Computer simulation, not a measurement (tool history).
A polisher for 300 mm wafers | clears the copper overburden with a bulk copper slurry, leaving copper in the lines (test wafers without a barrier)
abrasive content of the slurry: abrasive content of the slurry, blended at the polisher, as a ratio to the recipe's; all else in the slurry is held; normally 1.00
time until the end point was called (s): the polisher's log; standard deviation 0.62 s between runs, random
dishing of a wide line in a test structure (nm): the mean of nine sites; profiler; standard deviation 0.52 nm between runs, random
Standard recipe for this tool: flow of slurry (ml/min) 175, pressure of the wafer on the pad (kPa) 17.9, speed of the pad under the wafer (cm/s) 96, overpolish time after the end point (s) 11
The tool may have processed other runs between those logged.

run,hour,flow of slurry (ml/min),pressure of the wafer on the pad (kPa),speed of the pad under the wafer (cm/s),abrasive content of the slurry,overpolish time after the end point (s),"incoming thickness of the incoming film, nm",time until the end point was called (s),dishing of a wide line in a test structure (nm)
1,0.0,175,20.7,72,1.00,11,690.8,86.3,43.6
2,12.9,205,17.9,96,1.00,11,675.9,79.4,44.7
# hour 25.1: head pressure recalibrated
3,28.8,205,17.9,96,1.00,11,680.0,71.1,49.9
4,36.5,205,17.9,96,1.00,11,681.0,72.6,49.2
5,49.3,175,17.9,96,1.00,11,689.5,74.3,48.7
6,64.8,175,17.9,96,1.00,11,676.5,72.9,48.1
7,78.9,175,17.9,96,1.00,11,677.1,74.1,47.4
# hour 82.9: worn pad replaced by a new one
8,90.9,175,17.9,108,0.75,11,678.4,76.5,46.2
9,113.4,175,12.4,120,0.85,11,684.3,98.5,37.9
10,122.8,175,17.9,96,1.00,11,685.1,77.4,46.8
11,138.3,135,17.9,76,1.20,8,681.2,88.3,33.7
12,153.4,195,17.9,122,1.00,17,678.5,65.8,67.9
13,167.8,175,17.9,96,1.00,11,673.7,77.0,46.2
14,179.5,175,17.9,96,1.00,11,692.8,78.6,45.9
15,187.5,175,17.9,96,1.00,11,682.4,77.7,45.4
# hour 195.6: slurry blender recalibrated
16,197.0,230,17.9,96,0.75,16,667.6,81.6,57.6
17,209.1,175,20.7,96,0.70,11,674.3,74.7,47.1
18,215.2,175,17.9,96,1.00,11,676.4,79.0,46.1
# hour 223.0: worn pad replaced by a new one
19,245.5,220,15.9,96,1.25,11,677.2,80.5,44.5
20,262.8,220,17.9,96,0.90,11,685.7,80.8,45.5
21,269.6,175,20.0,96,1.00,11,673.4,70.6,48.9
22,284.9,175,17.9,96,1.00,11,680.3,80.7,44.9
23,298.9,140,13.1,96,1.00,11,672.0,114.8,33.4
24,310.7,175,17.9,96,1.00,11,676.5,80.5,44.2
25,320.1,140,14.5,96,1.00,8,687.0,107.3,28.2
26,333.2,175,17.9,96,1.15,11,670.3,78.2,46.5
27,340.4,225,17.9,96,1.00,16,678.9,78.9,58.0

Consider 5 possible next runs. They are alternatives, not a sequence: every one starts from the tool as it was left by run 27. What does each give?
A,340.9,175,17.9,96,1.00,11,681.5,?,?
B,340.9,205,21.4,96,1.15,11,681.5,?,?
C,340.9,175,22.1,122,0.85,11,681.5,?,?
D,340.9,175,17.9,96,1.00,7,681.5,?,?
E,340.9,130,17.9,76,0.75,16,681.5,?,?

run,time until the end point was called (s),dishing of a wide line in a test structure (nm)
A,82.0,44.2
B,64.0,53.0
C,60.3,55.2
D,82.0,31.4
E,110.3,46.6
Stripped of hidden state, with their random variation kept, the same runs would have yielded:
run,time until the end point was called (s),dishing of a wide line in a test structure (nm)
A,72.4,48.5
B,56.8,57.6
C,53.3,60.0
D,72.4,34.8
E,96.3,51.5

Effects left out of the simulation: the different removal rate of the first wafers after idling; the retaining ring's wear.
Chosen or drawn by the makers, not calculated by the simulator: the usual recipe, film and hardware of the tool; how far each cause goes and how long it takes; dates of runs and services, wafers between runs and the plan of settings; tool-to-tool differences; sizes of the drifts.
